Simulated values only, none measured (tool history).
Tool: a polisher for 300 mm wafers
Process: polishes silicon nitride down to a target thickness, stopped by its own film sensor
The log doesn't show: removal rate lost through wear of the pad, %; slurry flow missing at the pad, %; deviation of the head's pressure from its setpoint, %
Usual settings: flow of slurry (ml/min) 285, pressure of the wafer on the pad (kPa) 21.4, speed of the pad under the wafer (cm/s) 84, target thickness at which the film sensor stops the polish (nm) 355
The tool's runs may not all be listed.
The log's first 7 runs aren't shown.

run	hour	flow of slurry (ml/min)	pressure of the wafer on the pad (kPa)	speed of the pad under the wafer (cm/s)	target thickness at which the film sensor stops the polish (nm)	wafers since the last listed run	wafers polished on this pad	hours since the slurry nozzle was cleaned	hours since the head pressure was calibrated	incoming thickness of the incoming film, nm	time until the film sensor stopped the polish (s)
8	136.6	345	21.4	84	355	313	476	179.7	1036.5	457.9	85.4
9	165.6	285	21.4	84	355	385	861	208.7	1065.5	455.4	85.5
10	187.2	285	21.4	84	344	286	1147	230.3	1087.1	460.6	97.4
11	203.0	285	21.4	84	344	209	1357	246.1	1102.9	458.0	95.1
12	232.8	285	21.4	84	355	395	1753	275.9	1132.7	456.6	86.6
# hour 243.2: worn pad replaced by a new one
13	262.3	285	21.4	84	355	338	253	305.4	1162.2	461.0	89.2
14	278.5	285	21.4	84	355	215	468	321.6	1178.4	461.7	90.4
15	304.4	285	21.4	84	355	343	812	347.5	1204.3	461.1	87.5
16	324.3	285	21.4	84	355	264	1076	367.4	1224.2	465.0	91.1
17	357.2	375	21.4	84	373	436	1513	400.3	1257.1	460.8	74.0
# hour 374.5: worn pad replaced by a new one
18	375.8	285	21.4	84	391	193	17	418.9	1275.7	457.9	56.0
19	396.2	350	24.1	102	374	270	288	439.3	1296.1	455.1	53.6
20	427.7	285	21.4	84	355	418	706	470.8	1327.6	456.6	85.5
21	442.4	255	17.2	84	330	195	901	485.5	1342.3	457.0	133.8
# hour 450.1: slurry nozzle cleaned
# hour 477.0: head pressure recalibrated
22	477.5	285	25.5	92	355	426	1327	27.4	0.5	459.6	71.0
23	491.7	285	18.6	84	376	188	1516	41.6	14.7	460.1	81.8
24	506.5	285	13.8	84	371	196	1713	56.4	29.5	461.8	119.3
# hour 525.7: worn pad replaced by a new one
25	527.1	285	21.4	84	355	220	18	77.0	50.1	465.2	93.8
26	541.0	240	13.8	84	355	184	202	90.9	64.0	462.9	143.9
27	569.8	335	16.5	66	389	382	585	119.7	92.8	460.8	87.4
28	589.9	330	21.4	84	355	266	851	139.8	112.9	457.2	86.0
29	625.3	370	21.4	84	355	470	1321	175.2	148.3	457.6	84.2
# hour 644.8: worn pad replaced by a new one
30	654.7	285	13.8	84	371	337	131	204.6	177.7	465.4	124.7
31	675.4	330	14.5	76	323	274	405	225.3	198.4	463.8	184.2

Forecast each of these 5 alternatives for the next run:
A	675.8	285	21.4	84	324	5	411	225.7	198.8	455.2	?
B	675.8	200	15.9	84	355	5	411	225.7	198.8	455.2	?
C	675.8	315	27.6	92	355	5	411	225.7	198.8	455.2	?
D	675.8	285	21.4	102	355	5	411	225.7	198.8	455.2	?
E	675.8	285	14.5	84	386	5	411	225.7	198.8	455.2	?

run	time until the film sensor stopped the polish (s)
A	111.5
B	119.8
C	62.2
D	76.4
E	86.9
Without the tool's hidden state the same runs would have given:
run	time until the film sensor stopped the polish (s)
A	111.5
B	119.8
C	62.2
D	76.4
E	86.9
